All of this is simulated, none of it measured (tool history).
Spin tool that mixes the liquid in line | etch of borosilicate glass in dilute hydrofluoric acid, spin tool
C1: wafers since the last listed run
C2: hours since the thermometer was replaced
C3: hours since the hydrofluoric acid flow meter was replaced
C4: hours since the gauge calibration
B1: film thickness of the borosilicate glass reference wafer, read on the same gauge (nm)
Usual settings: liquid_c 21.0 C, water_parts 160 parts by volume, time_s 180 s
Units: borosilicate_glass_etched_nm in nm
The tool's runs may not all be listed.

run 1 hour=0.0 | liquid_c=21.0 water_parts=160 time_s=180 | C1=0 C2=1010.5 C3=1707.3 C4=71.2 | B1=30.00 | borosilicate_glass_etched_nm=17.46
run 2 hour=8.0 | liquid_c=21.0 water_parts=160 time_s=180 | C1=80 C2=1018.5 C3=1715.3 C4=79.2 | B1=30.00 | borosilicate_glass_etched_nm=17.43
run 3 hour=15.2 | liquid_c=21.0 water_parts=160 time_s=180 | C1=72 C2=1025.7 C3=1722.5 C4=86.4 | B1=30.03 | borosilicate_glass_etched_nm=17.33
run 4 hour=22.0 | liquid_c=24.0 water_parts=160 time_s=180 | C1=68 C2=1032.5 C3=1729.3 C4=93.2 | B1=30.00 | borosilicate_glass_etched_nm=19.44
run 5 hour=39.8 | liquid_c=24.0 water_parts=160 time_s=180 | C1=178 C2=1050.3 C3=1747.1 C4=111.0 | B1=30.00 | borosilicate_glass_etched_nm=19.49
run 6 hour=77.4 | liquid_c=17.5 water_parts=160 time_s=180 | C1=377 C2=1087.9 C3=1784.7 C4=148.6 | B1=29.99 | borosilicate_glass_etched_nm=15.19
run 7 hour=84.1 | liquid_c=21.0 water_parts=160 time_s=180 | C1=67 C2=1094.6 C3=1791.4 C4=155.3 | B1=30.00 | borosilicate_glass_etched_nm=17.11
run 8 hour=97.9 | liquid_c=21.0 water_parts=160 time_s=180 | C1=138 C2=1108.4 C3=1805.2 C4=169.1 | B1=30.02 | borosilicate_glass_etched_nm=17.15
run 9 hour=115.9 | liquid_c=21.0 water_parts=160 time_s=180 | C1=180 C2=1126.4 C3=1823.2 C4=187.1 | B1=30.01 | borosilicate_glass_etched_nm=17.15
run 10 hour=131.9 | liquid_c=21.0 water_parts=160 time_s=180 | C1=160 C2=1142.4 C3=1839.2 C4=203.1 | B1=30.00 | borosilicate_glass_etched_nm=17.23
run 11 hour=147.4 | liquid_c=21.0 water_parts=160 time_s=180 | C1=155 C2=1157.9 C3=1854.7 C4=218.6 | B1=30.00 | borosilicate_glass_etched_nm=17.08
run 12 hour=163.1 | liquid_c=23.0 water_parts=160 time_s=180 | C1=157 C2=1173.6 C3=1870.4 C4=234.3 | B1=29.98 | borosilicate_glass_etched_nm=18.65
run 13 hour=174.3 | liquid_c=23.5 water_parts=160 time_s=180 | C1=112 C2=1184.8 C3=1881.6 C4=245.5 | B1=29.99 | borosilicate_glass_etched_nm=18.80
run 14 hour=191.2 | liquid_c=23.5 water_parts=160 time_s=180 | C1=169 C2=1201.7 C3=1898.5 C4=262.4 | B1=30.00 | borosilicate_glass_etched_nm=18.90
run 15 hour=200.1 | liquid_c=21.0 water_parts=160 time_s=180 | C1=89 C2=1210.6 C3=1907.4 C4=271.3 | B1=29.99 | borosilicate_glass_etched_nm=17.14
run 16 hour=217.7 | liquid_c=21.0 water_parts=160 time_s=115 | C1=176 C2=1228.2 C3=1925.0 C4=288.9 | B1=29.99 | borosilicate_glass_etched_nm=10.92
-- hour=222.5 thermometer replaced
run 17 hour=224.4 | liquid_c=21.0 water_parts=205 time_s=70 | C1=57 C2=1.9 C3=1931.7 C4=295.6 | B1=29.99 | borosilicate_glass_etched_nm=4.91
run 18 hour=238.6 | liquid_c=21.0 water_parts=230 time_s=180 | C1=142 C2=16.1 C3=1945.9 C4=309.8 | B1=29.98 | borosilicate_glass_etched_nm=11.03
run 19 hour=254.8 | liquid_c=21.0 water_parts=100 time_s=240 | C1=162 C2=32.3 C3=1962.1 C4=326.0 | B1=29.98 | borosilicate_glass_etched_nm=38.70
run 20 hour=272.3 | liquid_c=23.5 water_parts=130 time_s=135 | C1=175 C2=49.8 C3=1979.6 C4=343.5 | B1=30.02 | borosilicate_glass_etched_nm=17.84
run 21 hour=285.5 | liquid_c=22.5 water_parts=215 time_s=285 | C1=132 C2=63.0 C3=1992.8 C4=356.7 | B1=29.99 | borosilicate_glass_etched_nm=19.81
-- hour=288.3 hydrofluoric acid flow meter replaced
run 22 hour=300.8 | liquid_c=21.0 water_parts=160 time_s=180 | C1=143 C2=78.3 C3=12.5 C4=372.0 | B1=30.00 | borosilicate_glass_etched_nm=19.20
-- hour=302.5 gauge calibrated
run 23 hour=315.3 | liquid_c=19.5 water_parts=160 time_s=180 | C1=145 C2=92.8 C3=27.0 C4=12.8 | B1=29.99 | borosilicate_glass_etched_nm=18.18
run 24 hour=328.9 | liquid_c=21.0 water_parts=230 time_s=275 | C1=136 C2=106.4 C3=40.6 C4=26.4 | B1=29.99 | borosilicate_glass_etched_nm=19.05
run 25 hour=346.3 | liquid_c=21.0 water_parts=200 time_s=140 | C1=174 C2=123.8 C3=58.0 C4=43.8 | B1=30.01 | borosilicate_glass_etched_nm=11.50
run 26 hour=363.4 | liquid_c=19.5 water_parts=160 time_s=180 | C1=171 C2=140.9 C3=75.1 C4=60.9 | B1=29.99 | borosilicate_glass_etched_nm=18.15
run 27 hour=381.2 | liquid_c=25.0 water_parts=160 time_s=180 | C1=178 C2=158.7 C3=92.9 C4=78.7 | B1=29.99 | borosilicate_glass_etched_nm=22.48
run 28 hour=390.1 | liquid_c=19.0 water_parts=160 time_s=80 | C1=89 C2=167.6 C3=101.8 C4=87.6 | B1=29.99 | borosilicate_glass_etched_nm=7.88

What the log doesn't show, run by run:
liquid hotter than its thermometer reads (K): 0 in every run
gauge reads high (%): 0 in every run
H1: hydrofluoric acid flow below the setpoint (%)
run=1 H1=10.7
run=2 H1=10.7
run=3 H1=10.8
run=4 H1=10.8
run=5 H1=10.9
run=6 H1=11.1
run=7 H1=11.1
run=8 H1=11.2
run=9 H1=11.3
run=10 H1=11.4
run=11 H1=11.5
run=12 H1=11.6
run=13 H1=11.6
run=14 H1=11.7
run=15 H1=11.8
run=16 H1=11.9
run=17 H1=11.9
run=18 H1=12
run=19 H1=12.1
run=20 H1=12.2
run=21 H1=12.2
run=22 H1=2.07
run=23 H1=2.15
run=24 H1=2.22
run=25 H1=2.32
run=26 H1=2.41
run=27 H1=2.5
run=28 H1=2.55
